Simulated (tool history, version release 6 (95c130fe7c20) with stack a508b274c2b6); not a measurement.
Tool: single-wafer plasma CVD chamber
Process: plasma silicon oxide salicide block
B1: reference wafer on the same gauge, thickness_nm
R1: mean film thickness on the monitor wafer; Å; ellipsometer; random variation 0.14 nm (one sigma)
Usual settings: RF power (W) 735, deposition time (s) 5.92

run 1 hour=0.0 | RF_power_(W)=810 deposition_time_(s)=5.41 | B1=72.789 | R1=625.04
run 2 hour=22.8 | RF_power_(W)=810 deposition_time_(s)=5.41 | B1=72.825 | R1=624.91
run 3 hour=60.7 | RF_power_(W)=810 deposition_time_(s)=5.41 | B1=72.885 | R1=626.57
run 4 hour=155.9 | RF_power_(W)=735 deposition_time_(s)=5.92 | B1=73.135 | R1=670.77
run 5 hour=177.1 | RF_power_(W)=735 deposition_time_(s)=5.92 | B1=73.294 | R1=671.82
run 6 hour=201.1 | RF_power_(W)=735 deposition_time_(s)=5.92 | B1=73.309 | R1=669.46
run 7 hour=226.3 | RF_power_(W)=790 deposition_time_(s)=5.92 | B1=73.426 | R1=686.32
run 8 hour=259.9 | RF_power_(W)=790 deposition_time_(s)=5.92 | B1=73.653 | R1=686.87
run 9 hour=282.4 | RF_power_(W)=790 deposition_time_(s)=5.92 | B1=73.730 | R1=689.08
-- hour=299.7 RF generator calibrated
run 10 hour=300.1 | RF_power_(W)=735 deposition_time_(s)=5.92 | B1=73.821 | R1=674.15
run 11 hour=325.2 | RF_power_(W)=880 deposition_time_(s)=6.68 | B1=73.927 | R1=800.81
run 12 hour=337.9 | RF_power_(W)=880 deposition_time_(s)=6.68 | B1=74.062 | R1=801.46
run 13 hour=350.8 | RF_power_(W)=875 deposition_time_(s)=6.43 | B1=74.126 | R1=776.12
run 14 hour=386.1 | RF_power_(W)=825 deposition_time_(s)=4.88 | B1=74.271 | R1=579.02
-- hour=402.0 showerhead replaced
run 15 hour=411.7 | RF_power_(W)=690 deposition_time_(s)=6.76 | B1=74.354 | R1=762.64
-- hour=417.8 gauge calibrated
run 16 hour=437.8 | RF_power_(W)=605 deposition_time_(s)=6.69 | B1=72.532 | R1=706.86
run 17 hour=470.7 | RF_power_(W)=820 deposition_time_(s)=5.37 | B1=72.504 | R1=618.27
run 18 hour=503.1 | RF_power_(W)=610 deposition_time_(s)=5.07 | B1=72.525 | R1=538.12
run 19 hour=535.0 | RF_power_(W)=655 deposition_time_(s)=6.47 | B1=72.498 | R1=699.54

Forecast each of these 5 alternatives for the next run:
run A hour=535.4 | RF_power_(W)=735 deposition_time_(s)=5.92 | B1=? | R1=?
run B hour=535.4 | RF_power_(W)=850 deposition_time_(s)=6.36 | B1=? | R1=?
run C hour=535.4 | RF_power_(W)=835 deposition_time_(s)=5.92 | B1=? | R1=?
run D hour=535.4 | RF_power_(W)=880 deposition_time_(s)=4.87 | B1=? | R1=?
run E hour=535.4 | RF_power_(W)=795 deposition_time_(s)=5.26 | B1=? | R1=?

run=A B1=72.504 R1=660.85
run=B B1=72.504 R1=740.05
run=C B1=72.504 R1=685.35
run=D B1=72.504 R1=572.34
run=E B1=72.504 R1=600.45
Without the tool's hidden state the same runs would have given:
run=A R1=660.40
run=B R1=739.55
run=C R1=684.88
run=D R1=571.95
run=E R1=600.05

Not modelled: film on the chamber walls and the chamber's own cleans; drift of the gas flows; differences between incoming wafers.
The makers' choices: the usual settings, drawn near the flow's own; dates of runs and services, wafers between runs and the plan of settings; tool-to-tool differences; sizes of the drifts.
